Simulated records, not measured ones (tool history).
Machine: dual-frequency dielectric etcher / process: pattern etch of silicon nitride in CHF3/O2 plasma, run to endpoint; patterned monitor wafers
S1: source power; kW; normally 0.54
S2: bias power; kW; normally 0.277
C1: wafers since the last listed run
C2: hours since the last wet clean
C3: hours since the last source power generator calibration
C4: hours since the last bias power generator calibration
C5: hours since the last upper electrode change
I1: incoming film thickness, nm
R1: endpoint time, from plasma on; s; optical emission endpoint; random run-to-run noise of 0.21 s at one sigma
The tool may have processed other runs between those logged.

| run | hour | S1 | S2 | C1 | C2 | C3 | C4 | C5 | I1 | R1 |
|---|---|---|---|---|---|---|---|---|---|---|
| 1 | 0 | 0.54 | 0.277 | 0 | 280.7 | 5008.2 | 4665.7 | 4831.1 | 54.8 | 34.7 |
| 2 | 34.8 | 0.54 | 0.277 | 546 | 315.5 | 5043 | 4700.5 | 4865.9 | 54.5 | 34.8 |
| 3 | 61.6 | 0.54 | 0.277 | 420 | 342.3 | 5069.8 | 4727.3 | 4892.7 | 54.3 | 34.6 |
| 4 | 73.6 | 0.54 | 0.325 | 188 | 354.3 | 5081.8 | 4739.3 | 4904.7 | 55.1 | 32.7 |
| 5 | 104.3 | 0.54 | 0.325 | 481 | 385 | 5112.5 | 4770 | 4935.4 | 55 | 32.8 |
|  | 115.7 | bias power generator calibrated |
|  | 135.6 | wet clean of the chamber |
| 6 | 138.1 | 0.45 | 0.277 | 155 | 2.5 | 5146.3 | 22.4 | 4969.2 | 54.8 | 38 |
| 7 | 171.6 | 0.45 | 0.277 | 525 | 36 | 5179.8 | 55.9 | 5002.7 | 54.4 | 37.7 |
| 8 | 197.9 | 0.54 | 0.277 | 412 | 62.3 | 5206.1 | 82.2 | 5029 | 54.4 | 34.8 |
| 9 | 218.2 | 0.62 | 0.248 | 318 | 82.6 | 5226.4 | 102.5 | 5049.3 | 54.4 | 33.9 |
|  | 237.6 | source power generator calibrated |
|  | 245.5 | upper electrode replaced |
| 10 | 248.7 | 0.64 | 0.235 | 292 | 113.1 | 11.1 | 133 | 3.2 | 54.1 | 34.5 |
| 11 | 272.5 | 0.45 | 0.345 | 373 | 136.9 | 34.9 | 156.8 | 27 | 54.8 | 34.6 |
| 12 | 303 | 0.64 | 0.244 | 478 | 167.4 | 65.4 | 187.3 | 57.5 | 54.6 | 34.3 |
| 13 | 323.1 | 0.54 | 0.277 | 315 | 187.5 | 85.5 | 207.4 | 77.6 | 54.8 | 34.8 |
| 14 | 353.7 | 0.46 | 0.325 | 480 | 218.1 | 116.1 | 238 | 108.2 | 54.9 | 34.8 |

The tool's hidden state at each run:
etch rate over this chamber's usual, %: 0 in every run
source power that arrives over what is set, %: 0 in every run
bias power that arrives over what is set, %: 0 in every run

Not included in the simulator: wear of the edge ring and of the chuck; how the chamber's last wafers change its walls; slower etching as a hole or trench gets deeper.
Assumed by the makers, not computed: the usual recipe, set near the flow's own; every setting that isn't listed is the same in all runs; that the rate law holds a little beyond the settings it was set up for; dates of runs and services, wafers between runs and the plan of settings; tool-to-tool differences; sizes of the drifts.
